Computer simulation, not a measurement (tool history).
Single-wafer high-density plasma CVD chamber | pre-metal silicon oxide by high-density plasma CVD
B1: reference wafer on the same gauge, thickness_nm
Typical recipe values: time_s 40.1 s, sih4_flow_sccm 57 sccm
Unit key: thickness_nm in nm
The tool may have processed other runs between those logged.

{"run": 1, "hour": 0.0, "time_s": 40.1, "sih4_flow_sccm": 57, "B1": 257.165, "thickness_nm": 205.747}
{"run": 2, "hour": 94.8, "time_s": 40.1, "sih4_flow_sccm": 57, "B1": 256.934, "thickness_nm": 207.345}
{"run": 3, "hour": 175.9, "time_s": 40.1, "sih4_flow_sccm": 57, "B1": 257.498, "thickness_nm": 207.569}
{"run": 4, "hour": 256.9, "time_s": 40.1, "sih4_flow_sccm": 57, "B1": 257.154, "thickness_nm": 208.258}
{"run": 5, "hour": 341.6, "time_s": 40.1, "sih4_flow_sccm": 57, "B1": 256.887, "thickness_nm": 206.196}
{"run": 6, "hour": 423.9, "time_s": 45.8, "sih4_flow_sccm": 57, "B1": 256.879, "thickness_nm": 235.57}
{"run": 7, "hour": 482.5, "time_s": 37.2, "sih4_flow_sccm": 54, "B1": 256.875, "thickness_nm": 182.144}
{"run": 8, "hour": 520.1, "time_s": 36.3, "sih4_flow_sccm": 48, "B1": 257.242, "thickness_nm": 161.495}
{"run": 9, "hour": 596.3, "time_s": 36.3, "sih4_flow_sccm": 48, "B1": 256.944, "thickness_nm": 160.54}
{"run": 10, "hour": 655.2, "time_s": 36.3, "sih4_flow_sccm": 48, "B1": 257.016, "thickness_nm": 162.296}
{"run": 11, "hour": 722.7, "time_s": 45, "sih4_flow_sccm": 51, "B1": 257.354, "thickness_nm": 210.407}
{"run": 12, "hour": 780.1, "time_s": 40.1, "sih4_flow_sccm": 57, "B1": 256.943, "thickness_nm": 207.439}
{"hour": 781.1, "done": "gauge calibrated"}
{"run": 13, "hour": 839.8, "time_s": 37.2, "sih4_flow_sccm": 61, "B1": 256.85, "thickness_nm": 204.393}
{"run": 14, "hour": 902.8, "time_s": 45.8, "sih4_flow_sccm": 57, "B1": 257.218, "thickness_nm": 233.433}
{"run": 15, "hour": 1001.9, "time_s": 43.4, "sih4_flow_sccm": 57, "B1": 256.999, "thickness_nm": 223.394}
{"run": 16, "hour": 1161.5, "time_s": 40.1, "sih4_flow_sccm": 57, "B1": 257.152, "thickness_nm": 207.273}

Run 17 has not been measured yet. What should we expect?
{"hour": 1205.6, "done": "silane flow controller replaced"}
{"run": 17, "hour": 1377.4, "time_s": 37.6, "sih4_flow_sccm": 54, "B1": "?", "thickness_nm": "?"}

B1: 257.23
thickness_nm: 190.585 nm
The same run, on a tool lacking any hidden state, would have yielded thickness_nm 193.226 nm.
